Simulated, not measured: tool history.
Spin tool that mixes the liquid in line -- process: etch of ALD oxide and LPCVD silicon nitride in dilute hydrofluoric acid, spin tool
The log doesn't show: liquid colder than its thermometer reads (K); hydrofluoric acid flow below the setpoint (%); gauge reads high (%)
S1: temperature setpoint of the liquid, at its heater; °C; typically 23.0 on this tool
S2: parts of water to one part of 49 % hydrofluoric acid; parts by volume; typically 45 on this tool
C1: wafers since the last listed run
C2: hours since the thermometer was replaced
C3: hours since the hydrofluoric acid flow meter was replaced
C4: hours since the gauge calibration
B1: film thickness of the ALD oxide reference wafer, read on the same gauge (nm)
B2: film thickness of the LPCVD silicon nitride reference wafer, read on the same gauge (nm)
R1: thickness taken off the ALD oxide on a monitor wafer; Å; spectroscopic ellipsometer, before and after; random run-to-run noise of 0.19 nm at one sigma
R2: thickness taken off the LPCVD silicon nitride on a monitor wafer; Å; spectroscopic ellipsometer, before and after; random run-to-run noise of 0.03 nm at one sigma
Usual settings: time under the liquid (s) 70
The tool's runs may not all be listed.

run 1 day=0.000 | S1=23.0 S2=45 time_under_the_liquid_(s)=70 | C1=0 C2=1465.7 C3=770.8 C4=342.3 | B1=80.01 B2=30.007 | R1=186.2 R2=6.29
run 2 day=2.600 | S1=23.0 S2=45 time_under_the_liquid_(s)=70 | C1=856 C2=1528.1 C3=833.2 C4=404.7 | B1=80.01 B2=29.989 | R1=184.6 R2=5.89
run 3 day=4.825 | S1=23.0 S2=45 time_under_the_liquid_(s)=70 | C1=733 C2=1581.5 C3=886.6 C4=458.1 | B1=79.99 B2=30.033 | R1=186.6 R2=6.24
run 4 day=6.671 | S1=23.0 S2=45 time_under_the_liquid_(s)=70 | C1=608 C2=1625.8 C3=930.9 C4=502.4 | B1=80.01 B2=30.046 | R1=185.7 R2=6.17
run 5 day=8.483 | S1=23.0 S2=45 time_under_the_liquid_(s)=70 | C1=597 C2=1669.3 C3=974.4 C4=545.9 | B1=79.98 B2=30.025 | R1=185.9 R2=6.43
run 6 day=10.217 | S1=23.0 S2=45 time_under_the_liquid_(s)=70 | C1=571 C2=1710.9 C3=1016.0 C4=587.5 | B1=80.01 B2=29.981 | R1=186.5 R2=6.38
run 7 day=11.650 | S1=23.0 S2=45 time_under_the_liquid_(s)=70 | C1=472 C2=1745.3 C3=1050.4 C4=621.9 | B1=80.00 B2=30.003 | R1=186.2 R2=6.31
run 8 day=12.733 | S1=20.0 S2=50 time_under_the_liquid_(s)=70 | C1=357 C2=1771.3 C3=1076.4 C4=647.9 | B1=79.99 B2=29.974 | R1=147.6 R2=4.39
run 9 day=14.112 | S1=20.0 S2=50 time_under_the_liquid_(s)=70 | C1=454 C2=1804.4 C3=1109.5 C4=681.0 | B1=80.00 B2=29.999 | R1=144.8 R2=4.84
run 10 day=21.217 | S1=20.0 S2=50 time_under_the_liquid_(s)=70 | C1=2341 C2=1974.9 C3=1280.0 C4=851.5 | B1=80.02 B2=29.962 | R1=141.5 R2=4.15
run 11 day=22.262 | S1=23.0 S2=45 time_under_the_liquid_(s)=70 | C1=344 C2=2000.0 C3=1305.1 C4=876.6 | B1=80.03 B2=30.022 | R1=184.8 R2=5.71
-- day=24.808 hydrofluoric acid flow meter replaced
run 12 day=25.033 | S1=23.0 S2=45 time_under_the_liquid_(s)=70 | C1=899 C2=2066.5 C3=5.4 C4=943.1 | B1=80.00 B2=29.996 | R1=181.8 R2=5.92
run 13 day=26.433 | S1=26.0 S2=60 time_under_the_liquid_(s)=70 | C1=461 C2=2100.1 C3=39.0 C4=976.7 | B1=79.99 B2=29.978 | R1=151.7 R2=5.55
-- day=26.842 thermometer replaced
run 14 day=28.242 | S1=23.0 S2=65 time_under_the_liquid_(s)=70 | C1=582 C2=33.6 C3=82.4 C4=1020.1 | B1=80.01 B2=29.967 | R1=134.6 R2=4.69
-- day=30.592 gauge calibrated
run 15 day=30.854 | S1=18.0 S2=45 time_under_the_liquid_(s)=35 | C1=860 C2=96.3 C3=145.1 C4=6.3 | B1=79.98 B2=29.999 | R1=79.4 R2=2.47
run 16 day=31.921 | S1=23.0 S2=60 time_under_the_liquid_(s)=70 | C1=351 C2=121.9 C3=170.7 C4=31.9 | B1=80.01 B2=30.034 | R1=145.7 R2=4.65
run 17 day=33.767 | S1=23.0 S2=45 time_under_the_liquid_(s)=85 | C1=608 C2=166.2 C3=215.0 C4=76.2 | B1=79.98 B2=30.016 | R1=240.7 R2=7.99
run 18 day=35.229 | S1=23.0 S2=45 time_under_the_liquid_(s)=30 | C1=481 C2=201.3 C3=250.1 C4=111.3 | B1=80.01 B2=29.993 | R1=83.9 R2=2.87
run 19 day=37.229 | S1=21.0 S2=45 time_under_the_liquid_(s)=70 | C1=659 C2=249.3 C3=298.1 C4=159.3 | B1=79.99 B2=29.988 | R1=181.2 R2=5.70
run 20 day=40.125 | S1=23.0 S2=45 time_under_the_liquid_(s)=35 | C1=954 C2=318.8 C3=367.6 C4=228.8 | B1=79.99 B2=30.031 | R1=99.0 R2=3.18
run 21 day=42.479 | S1=23.0 S2=50 time_under_the_liquid_(s)=85 | C1=775 C2=375.3 C3=424.1 C4=285.3 | B1=80.02 B2=29.985 | R1=209.2 R2=6.65
run 22 day=43.625 | S1=23.0 S2=45 time_under_the_liquid_(s)=70 | C1=377 C2=402.8 C3=451.6 C4=312.8 | B1=80.00 B2=29.973 | R1=193.1 R2=6.34
run 23 day=46.204 | S1=21.5 S2=60 time_under_the_liquid_(s)=40 | C1=849 C2=464.7 C3=513.5 C4=374.7 | B1=79.99 B2=30.025 | R1=76.7 R2=2.52
run 24 day=49.000 | S1=23.0 S2=45 time_under_the_liquid_(s)=70 | C1=921 C2=531.8 C3=580.6 C4=441.8 | B1=79.99 B2=30.025 | R1=194.4 R2=6.74
run 25 day=51.196 | S1=20.0 S2=50 time_under_the_liquid_(s)=85 | C1=723 C2=584.5 C3=633.3 C4=494.5 | B1=79.97 B2=30.026 | R1=186.0 R2=6.39

Here are 5 independent what-if runs from the current tool condition. What would each one return?
run A day=51.212 | S1=23.0 S2=45 time_under_the_liquid_(s)=70 | C1=5 C2=584.9 C3=633.7 C4=494.9 | B1=? B2=? | R1=? R2=?
run B day=51.212 | S1=25.5 S2=40 time_under_the_liquid_(s)=80 | C1=5 C2=584.9 C3=633.7 C4=494.9 | B1=? B2=? | R1=? R2=?
run C day=51.212 | S1=23.0 S2=55 time_under_the_liquid_(s)=70 | C1=5 C2=584.9 C3=633.7 C4=494.9 | B1=? B2=? | R1=? R2=?
run D day=51.212 | S1=23.0 S2=45 time_under_the_liquid_(s)=40 | C1=5 C2=584.9 C3=633.7 C4=494.9 | B1=? B2=? | R1=? R2=?
run E day=51.212 | S1=25.5 S2=65 time_under_the_liquid_(s)=105 | C1=5 C2=584.9 C3=633.7 C4=494.9 | B1=? B2=? | R1=? R2=?

run=A B1=79.99 B2=30.053 R1=195.1 R2=6.14
run=B B1=79.99 B2=30.053 R1=280.2 R2=9.33
run=C B1=79.99 B2=30.053 R1=157.6 R2=5.05
run=D B1=79.99 B2=30.053 R1=111.5 R2=3.51
run=E B1=79.99 B2=30.053 R1=218.9 R2=7.61
The same runs, with their run-to-run variation unchanged, on a tool lacking any hidden condition would have given:
run=A R1=203.1 R2=6.56
run=B R1=291.5 R2=9.95
run=C R1=164.0 R2=5.39
run=D R1=116.1 R2=3.75
run=E R1=227.5 R2=8.11
